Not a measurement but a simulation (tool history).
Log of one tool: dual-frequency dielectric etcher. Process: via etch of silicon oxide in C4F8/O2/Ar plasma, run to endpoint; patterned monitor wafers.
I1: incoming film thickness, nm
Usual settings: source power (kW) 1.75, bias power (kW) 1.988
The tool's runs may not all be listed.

{"run": 1, "hour": 0.0, "source power (kW)": 1.86, "bias power (kW)": 1.988, "I1": 1272.5, "endpoint time (s)": 268.5}
{"run": 2, "hour": 11.1, "source power (kW)": 1.75, "bias power (kW)": 1.988, "I1": 1257.5, "endpoint time (s)": 273.3}
{"run": 3, "hour": 28.4, "source power (kW)": 1.75, "bias power (kW)": 1.988, "I1": 1260.9, "endpoint time (s)": 275.7}
{"hour": 54.5, "done": "upper electrode replaced"}
{"hour": 56.0, "done": "wet clean of the chamber"}
{"run": 4, "hour": 56.5, "source power (kW)": 1.75, "bias power (kW)": 1.988, "I1": 1254.7, "endpoint time (s)": 276.1}
{"run": 5, "hour": 56.8, "source power (kW)": 1.75, "bias power (kW)": 1.988, "I1": 1257.1, "endpoint time (s)": 274}
{"run": 6, "hour": 66.8, "source power (kW)": 1.75, "bias power (kW)": 1.988, "I1": 1259.3, "endpoint time (s)": 272.2}
{"run": 7, "hour": 77.0, "source power (kW)": 1.75, "bias power (kW)": 1.988, "I1": 1256.3, "endpoint time (s)": 270.9}
{"hour": 85.5, "done": "source power generator calibrated"}
{"run": 8, "hour": 86.0, "source power (kW)": 1.32, "bias power (kW)": 2.351, "I1": 1270.9, "endpoint time (s)": 319}
{"hour": 94.4, "done": "bias power generator calibrated"}
{"run": 9, "hour": 97.7, "source power (kW)": 1.53, "bias power (kW)": 1.702, "I1": 1246.1, "endpoint time (s)": 309.2}
{"run": 10, "hour": 106.0, "source power (kW)": 1.39, "bias power (kW)": 2.126, "I1": 1263, "endpoint time (s)": 319.1}
{"run": 11, "hour": 114.7, "source power (kW)": 2.08, "bias power (kW)": 2.216, "I1": 1259.7, "endpoint time (s)": 237.2}
{"run": 12, "hour": 129.3, "source power (kW)": 1.75, "bias power (kW)": 1.988, "I1": 1269.6, "endpoint time (s)": 274.9}
{"run": 13, "hour": 143.7, "source power (kW)": 1.75, "bias power (kW)": 1.988, "I1": 1252.8, "endpoint time (s)": 271.9}
{"run": 14, "hour": 150.7, "source power (kW)": 2.07, "bias power (kW)": 1.988, "I1": 1268.1, "endpoint time (s)": 247.3}

What if the next run were any one of these 4? Each begins from the tool's condition after run 14:
{"run": "A", "hour": 151.2, "source power (kW)": 1.6, "bias power (kW)": 1.988, "I1": 1262.3, "endpoint time (s)": "?"}
{"run": "B", "hour": 151.2, "source power (kW)": 1.37, "bias power (kW)": 1.838, "I1": 1262.3, "endpoint time (s)": "?"}
{"run": "C", "hour": 151.2, "source power (kW)": 1.58, "bias power (kW)": 2.225, "I1": 1262.3, "endpoint time (s)": "?"}
{"run": "D", "hour": 151.2, "source power (kW)": 1.32, "bias power (kW)": 1.831, "I1": 1262.3, "endpoint time (s)": "?"}

run=A endpoint_time_(s)=287.7
run=B endpoint_time_(s)=327.7
run=C endpoint_time_(s)=282.2
run=D endpoint_time_(s)=337.6
What these runs would have given with no unlogged condition in the tool:
run=A endpoint_time_(s)=287.7
run=B endpoint_time_(s)=327.7
run=C endpoint_time_(s)=282.2
run=D endpoint_time_(s)=337.6
